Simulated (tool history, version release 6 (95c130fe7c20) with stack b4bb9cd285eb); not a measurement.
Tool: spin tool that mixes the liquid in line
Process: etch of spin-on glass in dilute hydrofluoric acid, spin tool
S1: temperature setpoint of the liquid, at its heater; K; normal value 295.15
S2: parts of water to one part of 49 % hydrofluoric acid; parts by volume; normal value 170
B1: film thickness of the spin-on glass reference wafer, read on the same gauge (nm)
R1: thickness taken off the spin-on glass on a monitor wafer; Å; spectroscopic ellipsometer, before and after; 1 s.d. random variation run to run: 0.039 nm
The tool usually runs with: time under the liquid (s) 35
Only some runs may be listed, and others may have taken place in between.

{"run": 1, "hour": 0.0, "S1": 295.15, "S2": 170, "time under the liquid (s)": 35, "B1": 40.01, "R1": 56.9}
{"run": 2, "hour": 11.0, "S1": 295.15, "S2": 170, "time under the liquid (s)": 35, "B1": 40, "R1": 55.6}
{"run": 3, "hour": 57.2, "S1": 295.15, "S2": 170, "time under the liquid (s)": 35, "B1": 39.99, "R1": 56}
{"run": 4, "hour": 64.8, "S1": 295.15, "S2": 170, "time under the liquid (s)": 50, "B1": 39.96, "R1": 80.2}
{"run": 5, "hour": 80.1, "S1": 295.15, "S2": 170, "time under the liquid (s)": 50, "B1": 40.03, "R1": 80.9}
{"run": 6, "hour": 87.3, "S1": 295.15, "S2": 130, "time under the liquid (s)": 35, "B1": 40.01, "R1": 76.9}
{"run": 7, "hour": 105.1, "S1": 295.15, "S2": 130, "time under the liquid (s)": 35, "B1": 39.99, "R1": 77}
{"run": 8, "hour": 116.8, "S1": 295.15, "S2": 170, "time under the liquid (s)": 35, "B1": 40.01, "R1": 56}
{"run": 9, "hour": 130.4, "S1": 295.15, "S2": 170, "time under the liquid (s)": 35, "B1": 39.99, "R1": 56.9}
{"run": 10, "hour": 138.2, "S1": 295.15, "S2": 145, "time under the liquid (s)": 35, "B1": 39.97, "R1": 68.6}
{"run": 11, "hour": 149.9, "S1": 295.15, "S2": 145, "time under the liquid (s)": 35, "B1": 40.04, "R1": 68.6}
{"run": 12, "hour": 158.1, "S1": 295.15, "S2": 145, "time under the liquid (s)": 35, "B1": 40.01, "R1": 67.9}
{"run": 13, "hour": 166.1, "S1": 295.15, "S2": 170, "time under the liquid (s)": 35, "B1": 39.98, "R1": 57}
{"run": 14, "hour": 181.4, "S1": 295.15, "S2": 170, "time under the liquid (s)": 35, "B1": 39.99, "R1": 57.5}
{"run": 15, "hour": 195.4, "S1": 295.15, "S2": 170, "time under the liquid (s)": 35, "B1": 40.02, "R1": 56.6}
{"hour": 211.7, "done": "thermometer replaced"}
{"run": 16, "hour": 218.5, "S1": 290.15, "S2": 240, "time under the liquid (s)": 20, "B1": 40.03, "R1": 18}
{"run": 17, "hour": 229.2, "S1": 295.15, "S2": 120, "time under the liquid (s)": 25, "B1": 39.99, "R1": 61.2}
{"run": 18, "hour": 239.6, "S1": 292.65, "S2": 200, "time under the liquid (s)": 40, "B1": 40, "R1": 48.6}
{"run": 19, "hour": 254.5, "S1": 295.15, "S2": 170, "time under the liquid (s)": 45, "B1": 39.99, "R1": 73.4}
{"run": 20, "hour": 266.3, "S1": 295.15, "S2": 170, "time under the liquid (s)": 35, "B1": 40, "R1": 57.1}
{"run": 21, "hour": 275.9, "S1": 295.15, "S2": 170, "time under the liquid (s)": 35, "B1": 39.98, "R1": 57.4}
{"hour": 290.6, "done": "hydrofluoric acid flow meter replaced"}
{"run": 22, "hour": 291.6, "S1": 295.15, "S2": 170, "time under the liquid (s)": 35, "B1": 40.02, "R1": 51}
{"run": 23, "hour": 306.4, "S1": 292.65, "S2": 170, "time under the liquid (s)": 35, "B1": 40.01, "R1": 47.1}
{"run": 24, "hour": 319.9, "S1": 299.15, "S2": 170, "time under the liquid (s)": 30, "B1": 40.05, "R1": 52.3}
{"run": 25, "hour": 333.6, "S1": 297.65, "S2": 250, "time under the liquid (s)": 45, "B1": 39.93, "R1": 45.8}
{"hour": 339.7, "done": "gauge calibrated"}
{"run": 26, "hour": 344.9, "S1": 295.15, "S2": 125, "time under the liquid (s)": 45, "B1": 39.99, "R1": 95.4}
{"run": 27, "hour": 360.5, "S1": 295.15, "S2": 170, "time under the liquid (s)": 35, "B1": 40.04, "R1": 52.6}
{"run": 28, "hour": 374.2, "S1": 295.15, "S2": 170, "time under the liquid (s)": 35, "B1": 40.02, "R1": 51.7}
{"run": 29, "hour": 389.6, "S1": 297.65, "S2": 145, "time under the liquid (s)": 15, "B1": 40.02, "R1": 30.2}
{"run": 30, "hour": 396.0, "S1": 295.15, "S2": 170, "time under the liquid (s)": 35, "B1": 40.02, "R1": 52.4}
{"run": 31, "hour": 404.2, "S1": 295.15, "S2": 100, "time under the liquid (s)": 20, "B1": 40.01, "R1": 55.2}
{"run": 32, "hour": 420.8, "S1": 295.15, "S2": 170, "time under the liquid (s)": 40, "B1": 39.96, "R1": 60.7}
{"run": 33, "hour": 457.5, "S1": 295.15, "S2": 170, "time under the liquid (s)": 35, "B1": 40, "R1": 52.6}

5 options for the next run, each taken on its own from the tool as it stands now. Forecast them:
{"run": "A", "hour": 457.9, "S1": 295.15, "S2": 170, "time under the liquid (s)": 35, "B1": "?", "R1": "?"}
{"run": "B", "hour": 457.9, "S1": 295.15, "S2": 170, "time under the liquid (s)": 25, "B1": "?", "R1": "?"}
{"run": "C", "hour": 457.9, "S1": 295.15, "S2": 120, "time under the liquid (s)": 50, "B1": "?", "R1": "?"}
{"run": "D", "hour": 457.9, "S1": 295.15, "S2": 140, "time under the liquid (s)": 30, "B1": "?", "R1": "?"}
{"run": "E", "hour": 457.9, "S1": 299.65, "S2": 220, "time under the liquid (s)": 15, "B1": "?", "R1": "?"}

run=A B1=40 R1=53.4
run=B B1=40 R1=38.1
run=C B1=40 R1=113.9
run=D B1=40 R1=57.3
run=E B1=40 R1=19.8
Without the tool's unlogged condition, the same runs would have read:
run=A R1=50.3
run=B R1=36
run=C R1=107.7
run=D R1=54.1
run=E R1=18.7
